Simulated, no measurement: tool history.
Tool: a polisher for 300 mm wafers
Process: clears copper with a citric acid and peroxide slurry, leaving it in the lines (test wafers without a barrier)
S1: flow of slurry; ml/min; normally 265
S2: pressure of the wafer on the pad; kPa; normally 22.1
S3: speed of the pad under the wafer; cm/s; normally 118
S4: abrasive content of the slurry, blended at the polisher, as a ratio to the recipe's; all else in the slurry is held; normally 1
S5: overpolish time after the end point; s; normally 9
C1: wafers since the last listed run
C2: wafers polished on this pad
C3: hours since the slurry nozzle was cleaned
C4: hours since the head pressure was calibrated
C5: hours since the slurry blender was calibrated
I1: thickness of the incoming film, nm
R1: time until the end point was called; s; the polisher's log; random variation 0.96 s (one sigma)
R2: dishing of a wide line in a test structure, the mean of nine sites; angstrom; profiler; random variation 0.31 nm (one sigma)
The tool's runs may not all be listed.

| run | hour | S1 | S2 | S3 | S4 | S5 | C1 | C2 | C3 | C4 | C5 | I1 | R1 | R2 |
|---|---|---|---|---|---|---|---|---|---|---|---|---|---|---|
| 1 | 0 | 265 | 22.1 | 118 | 1 | 11 | 0 | 194 | 400.8 | 794.8 | 103.3 | 360.2 | 104.5 | 227 |
| 2 | 28.9 | 265 | 22.1 | 118 | 1 | 11 | 131 | 325 | 429.7 | 823.7 | 132.2 | 357.8 | 106.1 | 217 |
| 3 | 59.7 | 265 | 22.1 | 118 | 1 | 11 | 139 | 465 | 460.5 | 854.5 | 163 | 358.6 | 109.5 | 219 |
|  | 88.3 | slurry nozzle cleaned |
|  | 94.2 | worn pad replaced by a new one |
| 4 | 94.7 | 265 | 22.1 | 118 | 1 | 9 | 136 | 2 | 6.4 | 889.5 | 198 | 360.7 | 101.4 | 200 |
| 5 | 120.5 | 265 | 22.1 | 118 | 1 | 9 | 117 | 119 | 32.2 | 915.3 | 223.8 | 360 | 101 | 206 |
| 6 | 148.2 | 265 | 22.1 | 118 | 1 | 9 | 125 | 245 | 59.9 | 943 | 251.5 | 357.6 | 101.6 | 200 |
| 7 | 165.1 | 265 | 22.1 | 118 | 1 | 9 | 76 | 322 | 76.8 | 959.9 | 268.4 | 355.8 | 102.9 | 202 |
| 8 | 187.8 | 265 | 22.1 | 118 | 1 | 9 | 103 | 425 | 99.5 | 982.6 | 291.1 | 357.1 | 102.8 | 198 |
| 9 | 207.9 | 265 | 22.1 | 118 | 1 | 9 | 91 | 516 | 119.6 | 1002.7 | 311.2 | 359.4 | 105 | 195 |
|  | 233.2 | worn pad replaced by a new one |
| 10 | 241.7 | 265 | 22.1 | 118 | 1 | 9 | 135 | 38 | 153.4 | 1036.5 | 345 | 355.7 | 100.2 | 196 |
| 11 | 272.6 | 265 | 22.1 | 118 | 1 | 9 | 140 | 179 | 184.3 | 1067.4 | 375.9 | 353.6 | 100.4 | 202 |
| 12 | 286.4 | 265 | 22.1 | 118 | 1 | 9 | 62 | 241 | 198.1 | 1081.2 | 389.7 | 350 | 100.5 | 192 |
| 13 | 310.9 | 265 | 22.1 | 118 | 1 | 9 | 111 | 353 | 222.6 | 1105.7 | 414.2 | 358.3 | 105.7 | 195 |
| 14 | 324.2 | 265 | 22.1 | 140 | 1 | 9 | 60 | 413 | 235.9 | 1119 | 427.5 | 356.5 | 90.4 | 216 |
|  | 337.4 | slurry blender recalibrated |
|  | 345.2 | head pressure recalibrated |
| 15 | 347.7 | 265 | 22.1 | 118 | 1.25 | 14 | 88 | 502 | 259.4 | 2.5 | 10.3 | 359.7 | 102.2 | 269 |
| 16 | 365.8 | 235 | 22.1 | 118 | 1 | 9 | 82 | 584 | 277.5 | 20.6 | 28.4 | 354.4 | 112.7 | 180 |
|  | 373.5 | worn pad replaced by a new one |
| 17 | 397.8 | 320 | 20 | 96 | 1 | 9 | 127 | 110 | 309.5 | 52.6 | 60.4 | 353.9 | 130.4 | 164 |
| 18 | 410.2 | 265 | 22.1 | 102 | 1 | 9 | 56 | 166 | 321.9 | 65 | 72.8 | 359.4 | 120.5 | 176 |
| 19 | 430.1 | 265 | 26.2 | 118 | 1 | 7 | 90 | 257 | 341.8 | 84.9 | 92.7 | 359.3 | 90.1 | 179 |
| 20 | 455.2 | 265 | 22.1 | 118 | 1 | 9 | 114 | 371 | 366.9 | 110 | 117.8 | 353.6 | 104.2 | 186 |
| 21 | 478.3 | 265 | 22.1 | 118 | 1 | 9 | 104 | 476 | 390 | 133.1 | 140.9 | 354.3 | 109.5 | 190 |
|  | 483.1 | slurry nozzle cleaned |
| 22 | 495.4 | 265 | 16.5 | 98 | 0.9 | 9 | 73 | 549 | 12.3 | 150.2 | 158 | 351.5 | 159.5 | 138 |
|  | 530.3 | worn pad replaced by a new one |
| 23 | 531.2 | 265 | 22.1 | 118 | 1 | 9 | 144 | 3 | 48.1 | 186 | 193.8 | 351.6 | 98.2 | 200 |
| 24 | 549.9 | 265 | 22.1 | 118 | 1 | 9 | 84 | 88 | 66.8 | 204.7 | 212.5 | 355.7 | 99.3 | 201 |
| 25 | 572.8 | 175 | 22.1 | 102 | 1 | 6 | 104 | 192 | 89.7 | 227.6 | 235.4 | 349.4 | 118.5 | 122 |
| 26 | 668.1 | 360 | 24.8 | 152 | 1 | 9 | 433 | 626 | 185 | 322.9 | 330.7 | 357.2 | 76.9 | 250 |
|  | 680.3 | worn pad replaced by a new one |
| 27 | 763.7 | 265 | 22.1 | 86 | 1.25 | 9 | 416 | 378 | 280.6 | 418.5 | 426.3 | 358.3 | 134.8 | 161 |

What if the next run were any one of these 4? Each begins from the tool's condition after run 27:
| A | 764.2 | 265 | 22.1 | 134 | 1 | 9 | 2 | 381 | 281.1 | 419 | 426.8 | 358.1 | ? | ? |
| B | 764.2 | 265 | 26.9 | 90 | 0.75 | 9 | 2 | 381 | 281.1 | 419 | 426.8 | 358.1 | ? | ? |
| C | 764.2 | 355 | 22.1 | 118 | 1 | 9 | 2 | 381 | 281.1 | 419 | 426.8 | 358.1 | ? | ? |
| D | 764.2 | 230 | 26.2 | 118 | 1 | 6 | 2 | 381 | 281.1 | 419 | 426.8 | 358.1 | ? | ? |

| run | R1 | R2 |
|---|---|---|
| A | 93.5 | 209 |
| B | 129.5 | 165 |
| C | 103.2 | 195 |
| D | 94 | 154 |
What these runs would have given with no unlogged condition in the tool:
| run | R1 | R2 |
|---|---|---|
| A | 87.5 | 219 |
| B | 121.3 | 174 |
| C | 97.1 | 204 |
| D | 87.8 | 163 |
